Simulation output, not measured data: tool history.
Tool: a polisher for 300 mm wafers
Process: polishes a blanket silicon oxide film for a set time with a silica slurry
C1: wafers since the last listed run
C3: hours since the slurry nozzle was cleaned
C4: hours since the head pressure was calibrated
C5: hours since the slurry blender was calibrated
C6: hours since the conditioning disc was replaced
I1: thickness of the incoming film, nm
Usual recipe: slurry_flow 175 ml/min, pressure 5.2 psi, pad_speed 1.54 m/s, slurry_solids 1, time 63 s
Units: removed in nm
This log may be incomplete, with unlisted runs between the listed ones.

Run 1, hour 0: usual settings but pressure 4.4 psi; C1 0; wafers polished on this pad 493; C3 318.2; C4 693.3; C5 244.9; C6 126.8; I1 1734.2. Result: removed 273.6 nm.
Run 2, hour 13.5: usual settings but pressure 4.4 psi; C1 87; wafers polished on this pad 581; C3 331.7; C4 706.8; C5 258.4; C6 140.3; I1 1707.2. Result: removed 275.5 nm.
Run 3, hour 29.6: usual settings but pressure 4.4 psi; C1 104; wafers polished on this pad 686; C3 347.8; C4 722.9; C5 274.5; C6 156.4; I1 1742.6. Result: removed 271.3 nm.
Run 4, hour 40.6: usual settings but slurry_solids 0.8, time 73 s; C1 71; wafers polished on this pad 758; C3 358.8; C4 733.9; C5 285.5; C6 167.4; I1 1759. Result: removed 313.4 nm.
Run 5, hour 52.8: usual settings but slurry_solids 0.8, time 73 s; C1 79; wafers polished on this pad 837; C3 371; C4 746.1; C5 297.7; C6 179.6; I1 1740.3. Result: removed 304.9 nm.
Run 6, hour 67.1: usual settings but slurry_solids 0.8, time 73 s; C1 93; wafers polished on this pad 930; C3 385.3; C4 760.4; C5 312; C6 193.9; I1 1729.7. Result: removed 309.2 nm.
Run 7, hour 80: usual settings but slurry_solids 1.2; C1 84; wafers polished on this pad 1014; C3 398.2; C4 773.3; C5 324.9; C6 206.8; I1 1713.2. Result: removed 327.6 nm.
Run 8, hour 87.4: usual settings but slurry_solids 1.2; C1 48; wafers polished on this pad 1063; C3 405.6; C4 780.7; C5 332.3; C6 214.2; I1 1744.4. Result: removed 322.9 nm.
Run 9, hour 102.6: usual settings but slurry_solids 1.2; C1 98; wafers polished on this pad 1162; C3 420.8; C4 795.9; C5 347.5; C6 229.4; I1 1732.2. Result: removed 318.9 nm.
Run 10, hour 116: usual settings; C1 87; wafers polished on this pad 1249; C3 434.2; C4 809.3; C5 360.9; C6 242.8; I1 1732.9. Result: removed 301.6 nm.
At hour 130.7: worn pad replaced by a new one, of another model than before.
Run 11, hour 133.1: usual settings but slurry_solids 0.75; C1 85; wafers polished on this pad 15; C3 451.3; C4 826.4; C5 378; C6 259.9; I1 1728.3. Result: removed 258.3 nm.
Run 12, hour 140.8: usual settings but slurry_solids 0.75; C1 50; wafers polished on this pad 65; C3 459; C4 834.1; C5 385.7; C6 267.6; I1 1769.1. Result: removed 259.5 nm.
Run 13, hour 150.2: usual settings but slurry_flow 195 ml/min; C1 61; wafers polished on this pad 126; C3 468.4; C4 843.5; C5 395.1; C6 277; I1 1735.6. Result: removed 307.6 nm.
At hour 152.3: head pressure recalibrated.
Run 14, hour 164.7: usual settings but slurry_flow 215 ml/min, pad_speed 1.92 m/s; C1 81; wafers polished on this pad 208; C3 482.9; C4 12.4; C5 409.6; C6 291.5; I1 1714.1. Result: removed 338.9 nm.
Run 15, hour 176.8: usual settings but pressure 6.8 psi, time 83 s; C1 78; wafers polished on this pad 287; C3 495; C4 24.5; C5 421.7; C6 303.6; I1 1708.5. Result: removed 476.1 nm.
Run 16, hour 193.7: usual settings but slurry_flow 145 ml/min, time 70 s; C1 110; wafers polished on this pad 397; C3 511.9; C4 41.4; C5 438.6; C6 320.5; I1 1727.6. Result: removed 320.8 nm.
Run 17, hour 202.4: usual settings; C1 56; wafers polished on this pad 453; C3 520.6; C4 50.1; C5 447.3; C6 329.2; I1 1740.2. Result: removed 289.7 nm.
Run 18, hour 211.6: usual settings but slurry_flow 135 ml/min; C1 59; wafers polished on this pad 513; C3 529.8; C4 59.3; C5 456.5; C6 338.4; I1 1716.3. Result: removed 275.7 nm.
Run 19, hour 227.5: usual settings but pressure 5.9 psi, pad_speed 1.98 m/s, time 51 s; C1 103; wafers polished on this pad 617; C3 545.7; C4 75.2; C5 472.4; C6 354.3; I1 1726. Result: removed 288.3 nm.
At hour 239.3: conditioning disc replaced and pad reconditioned.
Run 20, hour 241.1: usual settings; C1 75; wafers polished on this pad 692; C3 559.3; C4 88.8; C5 486; C6 1.8; I1 1710.8. Result: removed 351.5 nm.
At hour 244.7: slurry blender recalibrated.
Run 21, hour 254.6: usual settings; C1 74; wafers polished on this pad 767; C3 572.8; C4 102.3; C5 9.9; C6 15.3; I1 1711.3. Result: removed 350.6 nm.
At hour 277: slurry nozzle cleaned.
Run 22, hour 302.7: usual settings but slurry_solids 0.9, time 74 s; C1 306; wafers polished on this pad 1074; C3 25.7; C4 150.4; C5 58; C6 63.4; I1 1751.1. Result: removed 360.4 nm.
Run 23, hour 315.5: usual settings but pressure 5.8 psi, pad_speed 2.06 m/s, time 46 s; C1 83; wafers polished on this pad 1157; C3 38.5; C4 163.2; C5 70.8; C6 76.2; I1 1714.4. Result: removed 290.5 nm.
Run 24, hour 322.7: usual settings but slurry_flow 225 ml/min, time 72 s; C1 46; wafers polished on this pad 1204; C3 45.7; C4 170.4; C5 78; C6 83.4; I1 1713.9. Result: removed 381.3 nm.
Run 25, hour 333.8: usual settings but slurry_flow 140 ml/min, pressure 4.4 psi, slurry_solids 0.85, time 76 s; C1 72; wafers polished on this pad 1276; C3 56.8; C4 181.5; C5 89.1; C6 94.5; I1 1721.3. Result: removed 282.8 nm.
Run 26, hour 346.4: usual settings but slurry_flow 210 ml/min, time 76 s; C1 82; wafers polished on this pad 1358; C3 69.4; C4 194.1; C5 101.7; C6 107.1; I1 1730.3. Result: removed 386.7 nm.
At hour 352: worn pad replaced by a new one.
Run 27, hour 355: usual settings but pressure 5.7 psi, slurry_solids 1.2; C1 29; wafers polished on this pad 19; C3 78; C4 202.7; C5 110.3; C6 115.7; I1 1724.1. Result: removed 360.3 nm.

The tool's hidden state at each run:
removal rate lost through wear of the pad, %: 0 at every run
slurry flow missing at the pad, %: 0 at every run
deviation of the head's pressure from its setpoint, %: 0 at every run
abrasive missing from the slurry, %: 0 at every run
H1: time polished since the conditioner stopped cutting, s
run    H1
  1   120
  2   126
  3   132
  4   136
  5   140
  6   144
  7   147
  8   148
  9   151
 10   154
 11   156
 12   157
 13   158
 14   160
 15   161
 16   163
 17   163
 18   164
 19   165
 20  5.95
 21  24.5
 22  74.7
 23  84.8
 24  89.9
 25  97.2
 26   105
 27   109
